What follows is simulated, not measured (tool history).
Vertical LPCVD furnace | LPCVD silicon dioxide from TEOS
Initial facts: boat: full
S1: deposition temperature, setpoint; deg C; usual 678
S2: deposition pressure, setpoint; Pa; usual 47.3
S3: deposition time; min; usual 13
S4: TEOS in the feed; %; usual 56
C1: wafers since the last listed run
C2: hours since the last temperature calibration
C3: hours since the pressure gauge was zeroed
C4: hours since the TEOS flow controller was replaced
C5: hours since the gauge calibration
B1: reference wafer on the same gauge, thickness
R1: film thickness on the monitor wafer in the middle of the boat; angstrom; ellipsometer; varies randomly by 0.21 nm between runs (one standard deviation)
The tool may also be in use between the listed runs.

{"run": 1, "day": 0.0, "S1": 678, "S2": 47.3, "S3": 13, "S4": 56, "C1": 0, "C2": 2332.2, "C3": 1816.7, "C4": 4037, "C5": 517.3, "B1": 55.17, "R1": 572.9}
{"run": 2, "day": 0.788, "S1": 678, "S2": 47.3, "S3": 13, "S4": 56, "C1": 176, "C2": 2351.1, "C3": 1835.6, "C4": 4055.9, "C5": 536.2, "B1": 55, "R1": 572.3}
{"run": 3, "day": 1.583, "S1": 678, "S2": 47.3, "S3": 13, "S4": 56, "C1": 178, "C2": 2370.2, "C3": 1854.7, "C4": 4075, "C5": 555.3, "B1": 55.09, "R1": 570.5}
{"day": 3.092, "done": "thermocouples replaced and temperature profile calibrated"}
{"run": 4, "day": 3.112, "S1": 684, "S2": 47.3, "S3": 13, "S4": 51, "C1": 118, "C2": 0.5, "C3": 1891.4, "C4": 4111.7, "C5": 592, "B1": 55, "R1": 665.6}
{"run": 5, "day": 3.662, "S1": 678, "S2": 47.3, "S3": 13, "S4": 56, "C1": 123, "C2": 13.7, "C3": 1904.6, "C4": 4124.9, "C5": 605.2, "B1": 55.2, "R1": 604.7}
{"run": 6, "day": 4.4, "S1": 678, "S2": 47.3, "S3": 13, "S4": 56, "C1": 165, "C2": 31.4, "C3": 1922.3, "C4": 4142.6, "C5": 622.9, "B1": 55.11, "R1": 604}
{"run": 7, "day": 5.804, "S1": 678, "S2": 47.3, "S3": 13, "S4": 56, "C1": 315, "C2": 65.1, "C3": 1956, "C4": 4176.3, "C5": 656.6, "B1": 55.16, "R1": 606.4}
{"run": 8, "day": 7.083, "S1": 678, "S2": 47.3, "S3": 13, "S4": 56, "C1": 287, "C2": 95.8, "C3": 1986.7, "C4": 4207, "C5": 687.3, "B1": 55.09, "R1": 602.2}
{"run": 9, "day": 7.979, "S1": 678, "S2": 47.3, "S3": 13, "S4": 56, "C1": 201, "C2": 117.3, "C3": 2008.2, "C4": 4228.5, "C5": 708.8, "B1": 55.1, "R1": 603.3}
{"run": 10, "day": 8.792, "S1": 683, "S2": 47.3, "S3": 13, "S4": 56, "C1": 182, "C2": 136.8, "C3": 2027.7, "C4": 4248, "C5": 728.3, "B1": 55.1, "R1": 680.2}
{"run": 11, "day": 9.85, "S1": 684, "S2": 44, "S3": 10.5, "S4": 49, "C1": 237, "C2": 162.2, "C3": 2053.1, "C4": 4273.4, "C5": 753.7, "B1": 55.13, "R1": 507.6}
{"day": 9.992, "done": "gauge calibrated"}
{"day": 10.942, "done": "pressure gauge zeroed"}
{"run": 12, "day": 11.154, "S1": 674, "S2": 47.3, "S3": 13, "S4": 52, "C1": 68, "C2": 193.5, "C3": 5.1, "C4": 4304.7, "C5": 27.9, "B1": 55.15, "R1": 529.9}
{"run": 13, "day": 12.446, "S1": 678, "S2": 44, "S3": 10.5, "S4": 52, "C1": 290, "C2": 224.5, "C3": 36.1, "C4": 4335.7, "C5": 58.9, "B1": 55.07, "R1": 454.1}
{"run": 14, "day": 13.025, "S1": 671, "S2": 52, "S3": 13, "S4": 56, "C1": 130, "C2": 238.4, "C3": 50, "C4": 4349.6, "C5": 72.8, "B1": 55.06, "R1": 533.9}
{"day": 14.171, "done": "thermocouples replaced and temperature profile calibrated, repeated, since the last time left the tool worse"}
{"run": 15, "day": 14.192, "S1": 678, "S2": 47.3, "S3": 8, "S4": 47, "C1": 37, "C2": 0.5, "C3": 78, "C4": 4377.6, "C5": 100.8, "B1": 55.05, "R1": 302.8}
{"run": 16, "day": 15.238, "S1": 685, "S2": 47.3, "S3": 13, "S4": 56, "C1": 235, "C2": 25.6, "C3": 103.1, "C4": 4402.7, "C5": 125.9, "B1": 55.14, "R1": 632}
{"day": 16.242, "done": "TEOS flow controller replaced"}
{"run": 17, "day": 16.504, "S1": 678, "S2": 47.3, "S3": 13, "S4": 56, "C1": 59, "C2": 56, "C3": 133.5, "C4": 6.3, "C5": 156.3, "B1": 55.02, "R1": 537.8}
{"run": 18, "day": 17.133, "S1": 672, "S2": 47.3, "S3": 15, "S4": 56, "C1": 141, "C2": 71.1, "C3": 148.6, "C4": 21.4, "C5": 171.4, "B1": 54.98, "R1": 538}
{"run": 19, "day": 18.338, "S1": 678, "S2": 47.3, "S3": 13, "S4": 56, "C1": 270, "C2": 100, "C3": 177.5, "C4": 50.3, "C5": 200.3, "B1": 55.06, "R1": 537.9}
{"run": 20, "day": 19.608, "S1": 683, "S2": 47.3, "S3": 13, "S4": 56, "C1": 285, "C2": 130.5, "C3": 208, "C4": 80.8, "C5": 230.8, "B1": 55.12, "R1": 608.4}
{"run": 21, "day": 20.396, "S1": 672, "S2": 47.3, "S3": 13, "S4": 56, "C1": 176, "C2": 149.4, "C3": 226.9, "C4": 99.7, "C5": 249.7, "B1": 55.12, "R1": 463.7}
{"run": 22, "day": 21.408, "S1": 668, "S2": 39.3, "S3": 17, "S4": 48, "C1": 227, "C2": 173.7, "C3": 251.2, "C4": 124, "C5": 274, "B1": 55.1, "R1": 462.9}
{"run": 23, "day": 22.2, "S1": 678, "S2": 47.3, "S3": 13, "S4": 56, "C1": 177, "C2": 192.7, "C3": 270.2, "C4": 143, "C5": 293, "B1": 55.12, "R1": 534.2}
{"run": 24, "day": 25.354, "S1": 678, "S2": 47.3, "S3": 13, "S4": 56, "C1": 708, "C2": 268.4, "C3": 345.9, "C4": 218.7, "C5": 368.7, "B1": 55.11, "R1": 532.7}
{"run": 25, "day": 26.429, "S1": 678, "S2": 52.7, "S3": 13, "S4": 56, "C1": 241, "C2": 294.2, "C3": 371.7, "C4": 244.5, "C5": 394.5, "B1": 55.11, "R1": 566.4}
{"run": 26, "day": 27.688, "S1": 687, "S2": 52, "S3": 10.5, "S4": 64, "C1": 282, "C2": 324.4, "C3": 401.9, "C4": 274.7, "C5": 424.7, "B1": 55.16, "R1": 604.9}
{"run": 27, "day": 28.262, "S1": 678, "S2": 52.7, "S3": 13, "S4": 56, "C1": 129, "C2": 338.2, "C3": 415.7, "C4": 288.5, "C5": 438.5, "B1": 55.09, "R1": 567.9}
{"run": 28, "day": 29.458, "S1": 678, "S2": 47.3, "S3": 13, "S4": 56, "C1": 268, "C2": 366.9, "C3": 444.4, "C4": 317.2, "C5": 467.2, "B1": 55.1, "R1": 537.7}
{"run": 29, "day": 30.55, "S1": 678, "S2": 54.7, "S3": 8, "S4": 56, "C1": 245, "C2": 393.1, "C3": 470.6, "C4": 343.4, "C5": 493.4, "B1": 55.12, "R1": 356.1}
{"run": 30, "day": 31.233, "S1": 681, "S2": 57.3, "S3": 13, "S4": 56, "C1": 153, "C2": 409.5, "C3": 487, "C4": 359.8, "C5": 509.8, "B1": 55.1, "R1": 636}
{"run": 31, "day": 31.821, "S1": 678, "S2": 47.3, "S3": 13, "S4": 49, "C1": 132, "C2": 423.6, "C3": 501.1, "C4": 373.9, "C5": 523.9, "B1": 55.08, "R1": 501.6}
{"run": 32, "day": 32.642, "S1": 667, "S2": 47.3, "S3": 13, "S4": 67, "C1": 184, "C2": 443.3, "C3": 520.8, "C4": 393.6, "C5": 543.6, "B1": 55, "R1": 446.7}

Here are 3 independent what-if runs from the current tool condition. What would each one return?
{"run": "A", "day": 32.846, "S1": 678, "S2": 58, "S3": 13, "S4": 56, "C1": 45, "C2": 448.2, "C3": 525.7, "C4": 398.5, "C5": 548.5, "B1": "?", "R1": "?"}
{"run": "B", "day": 32.846, "S1": 678, "S2": 47.3, "S3": 13, "S4": 65, "C1": 45, "C2": 448.2, "C3": 525.7, "C4": 398.5, "C5": 548.5, "B1": "?", "R1": "?"}
{"run": "C", "day": 32.846, "S1": 678, "S2": 56.7, "S3": 13, "S4": 52, "C1": 45, "C2": 448.2, "C3": 525.7, "C4": 398.5, "C5": 548.5, "B1": "?", "R1": "?"}

run=A B1=55.02 R1=593.9
run=B B1=55.02 R1=578
run=C B1=55.02 R1=565.7
Stripped of hidden state, with their random variation kept, the same runs would have yielded:
run=A R1=587.3
run=B R1=571.6
run=C R1=559.4
